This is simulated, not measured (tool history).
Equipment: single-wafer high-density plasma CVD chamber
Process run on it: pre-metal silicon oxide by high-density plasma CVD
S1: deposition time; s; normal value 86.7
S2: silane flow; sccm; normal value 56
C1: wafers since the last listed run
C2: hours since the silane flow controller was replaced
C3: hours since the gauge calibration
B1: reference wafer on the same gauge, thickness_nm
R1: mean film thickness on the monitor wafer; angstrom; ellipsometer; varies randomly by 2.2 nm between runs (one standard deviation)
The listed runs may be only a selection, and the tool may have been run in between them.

run 1 hour=0 | S1=95.2 S2=56 | C1=0 C2=406 C3=1171.9 | B1=452.945 | R1=5199.05
run 2 hour=31.2 | S1=95.2 S2=56 | C1=421 C2=437.2 C3=1203.1 | B1=453.132 | R1=5130.53
run 3 hour=67.8 | S1=95.2 S2=56 | C1=494 C2=473.8 C3=1239.7 | B1=452.501 | R1=5186.63
run 4 hour=99.9 | S1=86.7 S2=56 | C1=433 C2=505.9 C3=1271.8 | B1=453.306 | R1=4705.5
run 5 hour=140.6 | S1=86.7 S2=56 | C1=549 C2=546.6 C3=1312.5 | B1=453.011 | R1=4690.52
run 6 hour=204.8 | S1=86.7 S2=56 | C1=866 C2=610.8 C3=1376.7 | B1=453.515 | R1=4767.7
run 7 hour=238.7 | S1=86.7 S2=60 | C1=457 C2=644.7 C3=1410.6 | B1=453.438 | R1=4956.86
run 8 hour=265.4 | S1=86.7 S2=60 | C1=360 C2=671.4 C3=1437.3 | B1=452.301 | R1=4974.77
run 9 hour=312.1 | S1=86.7 S2=60 | C1=630 C2=718.1 C3=1484 | B1=452.994 | R1=4963.53
run 10 hour=357.8 | S1=74.8 S2=62 | C1=617 C2=763.8 C3=1529.7 | B1=453.202 | R1=4392.06
run 11 hour=393.8 | S1=74.8 S2=62 | C1=486 C2=799.8 C3=1565.7 | B1=452.652 | R1=4353.75
run 12 hour=456.2 | S1=93.9 S2=56 | C1=842 C2=862.2 C3=1628.1 | B1=452.419 | R1=5170.72
run 13 hour=513.8 | S1=93.9 S2=56 | C1=777 C2=919.8 C3=1685.7 | B1=452.973 | R1=5149.94
run 14 hour=629.9 | S1=86.7 S2=56 | C1=1567 C2=1035.9 C3=1801.8 | B1=453.271 | R1=4770.78
run 15 hour=665.9 | S1=86.7 S2=56 | C1=486 C2=1071.9 C3=1837.8 | B1=452.884 | R1=4803.76
run 16 hour=793.6 | S1=86.7 S2=56 | C1=1724 C2=1199.6 C3=1965.5 | B1=452.6 | R1=4780.04
-- hour=815.7 gauge calibrated
run 17 hour=858.1 | S1=86.7 S2=56 | C1=871 C2=1264.1 C3=42.4 | B1=453.178 | R1=4793.76
run 18 hour=894 | S1=86.7 S2=56 | C1=484 C2=1300 C3=78.3 | B1=452.98 | R1=4764.86
run 19 hour=952.4 | S1=86.7 S2=56 | C1=788 C2=1358.4 C3=136.7 | B1=453.408 | R1=4783.15
run 20 hour=986.9 | S1=86.7 S2=56 | C1=465 C2=1392.9 C3=171.2 | B1=452.928 | R1=4783
run 21 hour=1040 | S1=86.7 S2=56 | C1=717 C2=1446 C3=224.3 | B1=452.528 | R1=4798.26
run 22 hour=1091.5 | S1=86.7 S2=56 | C1=695 C2=1497.5 C3=275.8 | B1=452.698 | R1=4826.59
run 23 hour=1136.2 | S1=73.6 S2=65 | C1=603 C2=1542.2 C3=320.5 | B1=453.1 | R1=4500.87
run 24 hour=1179.9 | S1=95.4 S2=51 | C1=590 C2=1585.9 C3=364.2 | B1=452.833 | R1=4970.82
run 25 hour=1225.7 | S1=86.7 S2=52 | C1=618 C2=1631.7 C3=410 | B1=452.849 | R1=4560
run 26 hour=1261.8 | S1=77 S2=56 | C1=487 C2=1667.8 C3=446.1 | B1=452.485 | R1=4272.57
run 27 hour=1330 | S1=86.7 S2=56 | C1=920 C2=1736 C3=514.3 | B1=452.574 | R1=4792.02
run 28 hour=1363 | S1=70.3 S2=67 | C1=445 C2=1769 C3=547.3 | B1=452.234 | R1=4401.82
run 29 hour=1423.9 | S1=70.3 S2=49 | C1=822 C2=1829.9 C3=608.2 | B1=452.409 | R1=3573.68
run 30 hour=1484.9 | S1=99.5 S2=56 | C1=823 C2=1890.9 C3=669.2 | B1=452.79 | R1=5493.16
run 31 hour=1515.3 | S1=92.3 S2=52 | C1=410 C2=1921.3 C3=699.6 | B1=453.193 | R1=4881.68
run 32 hour=1586.5 | S1=95.2 S2=56 | C1=961 C2=1992.5 C3=770.8 | B1=453.345 | R1=5293.62
run 33 hour=1633.9 | S1=86.7 S2=56 | C1=640 C2=2039.9 C3=818.2 | B1=452.62 | R1=4840.11
run 34 hour=1658.4 | S1=98.8 S2=49 | C1=330 C2=2064.4 C3=842.7 | B1=452.738 | R1=5031.12
-- hour=1729.1 silane flow controller replaced
run 35 hour=1729.6 | S1=80.5 S2=66 | C1=853 C2=0.5 C3=913.9 | B1=453.301 | R1=4843.68
run 36 hour=1780.9 | S1=97.3 S2=56 | C1=692 C2=51.8 C3=965.2 | B1=453.282 | R1=5233.88
run 37 hour=1849.3 | S1=72.6 S2=65 | C1=923 C2=120.2 C3=1033.6 | B1=453.323 | R1=4334.14
run 38 hour=1887.8 | S1=81.2 S2=48 | C1=519 C2=158.7 C3=1072.1 | B1=452.6 | R1=3964.97
run 39 hour=1913.1 | S1=86.7 S2=56 | C1=341 C2=184 C3=1097.4 | B1=452.153 | R1=4692.9
run 40 hour=1950.3 | S1=100.9 S2=52 | C1=502 C2=221.2 C3=1134.6 | B1=452.934 | R1=5195.4
run 41 hour=1995.9 | S1=86.7 S2=56 | C1=615 C2=266.8 C3=1180.2 | B1=453.332 | R1=4727
run 42 hour=2028.4 | S1=86.7 S2=52 | C1=438 C2=299.3 C3=1212.7 | B1=452.705 | R1=4485.03
run 43 hour=2090.5 | S1=72.7 S2=52 | C1=838 C2=361.4 C3=1274.8 | B1=453.09 | R1=3774.32
run 44 hour=2138.7 | S1=86.7 S2=59 | C1=650 C2=409.6 C3=1323 | B1=453.7 | R1=4892.3
run 45 hour=2303.7 | S1=74 S2=65 | C1=2228 C2=574.6 C3=1488 | B1=453.196 | R1=4481.27
run 46 hour=2356.9 | S1=73.8 S2=56 | C1=718 C2=627.8 C3=1541.2 | B1=453 | R1=4058.47

5 options for the next run, each taken on its own from the tool as it stands now. Forecast them:
run A hour=2357.3 | S1=86.7 S2=56 | C1=5 C2=628.2 C3=1541.6 | B1=? | R1=?
run B hour=2357.3 | S1=86.7 S2=45 | C1=5 C2=628.2 C3=1541.6 | B1=? | R1=?
run C hour=2357.3 | S1=86.7 S2=65 | C1=5 C2=628.2 C3=1541.6 | B1=? | R1=?
run D hour=2357.3 | S1=95.3 S2=64 | C1=5 C2=628.2 C3=1541.6 | B1=? | R1=?
run E hour=2357.3 | S1=72 S2=52 | C1=5 C2=628.2 C3=1541.6 | B1=? | R1=?

run=A B1=453.3 R1=4733.86
run=B B1=453.3 R1=4107.72
run=C B1=453.3 R1=5246.16
run=D B1=453.3 R1=5703.97
run=E B1=453.3 R1=3742.15
Take away the tool's hidden state, keep each run's random variation, and the runs would have read:
run=A R1=4596.87
run=B R1=3988.85
run=C R1=5094.34
run=D R1=5538.91
run=E R1=3633.86
